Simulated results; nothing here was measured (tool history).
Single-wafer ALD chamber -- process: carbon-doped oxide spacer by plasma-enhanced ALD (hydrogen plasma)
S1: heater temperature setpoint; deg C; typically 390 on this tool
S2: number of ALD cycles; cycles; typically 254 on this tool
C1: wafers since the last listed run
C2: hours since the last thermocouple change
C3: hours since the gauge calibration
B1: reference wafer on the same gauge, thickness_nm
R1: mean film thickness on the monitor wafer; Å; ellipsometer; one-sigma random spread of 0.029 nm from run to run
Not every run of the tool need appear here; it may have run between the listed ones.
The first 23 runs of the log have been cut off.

| run | hour | S1 | S2 | C1 | C2 | C3 | B1 | R1 |
|---|---|---|---|---|---|---|---|---|
|  | 1731.7 | thermocouple changed; heater temperature recalibrated |
| 24 | 1835.7 | 384 | 289 | 250 | 104.0 | 666.5 | 12.140 | 132.35 |
| 25 | 1894.1 | 375 | 279 | 65 | 162.4 | 724.9 | 12.129 | 127.63 |
| 26 | 1986.8 | 382 | 224 | 103 | 255.1 | 817.6 | 12.130 | 102.29 |
| 27 | 2270.2 | 404 | 254 | 316 | 538.5 | 1101.0 | 12.122 | 115.08 |
| 28 | 2315.9 | 390 | 254 | 50 | 584.2 | 1146.7 | 12.122 | 115.76 |
| 29 | 2385.5 | 390 | 272 | 77 | 653.8 | 1216.3 | 12.114 | 124.54 |
| 30 | 2614.2 | 377 | 229 | 255 | 882.5 | 1445.0 | 12.104 | 104.38 |
| 31 | 2683.7 | 404 | 303 | 77 | 952.0 | 1514.5 | 12.096 | 136.57 |

Consider 3 possible next runs. They are alternatives, not a sequence: every one starts from the tool as it was left by run 31. What does each give?
| A | 2684.5 | 403 | 254 | 0 | 952.8 | 1515.3 | ? | ? |
| B | 2684.5 | 390 | 225 | 0 | 952.8 | 1515.3 | ? | ? |
| C | 2684.5 | 386 | 254 | 0 | 952.8 | 1515.3 | ? | ? |

| run | B1 | R1 |
|---|---|---|
| A | 12.100 | 115.08 |
| B | 12.100 | 102.39 |
| C | 12.100 | 115.58 |
With no hidden state in the tool, these same runs would have given:
| run | R1 |
|---|---|
| A | 115.09 |
| B | 102.39 |
| C | 115.59 |
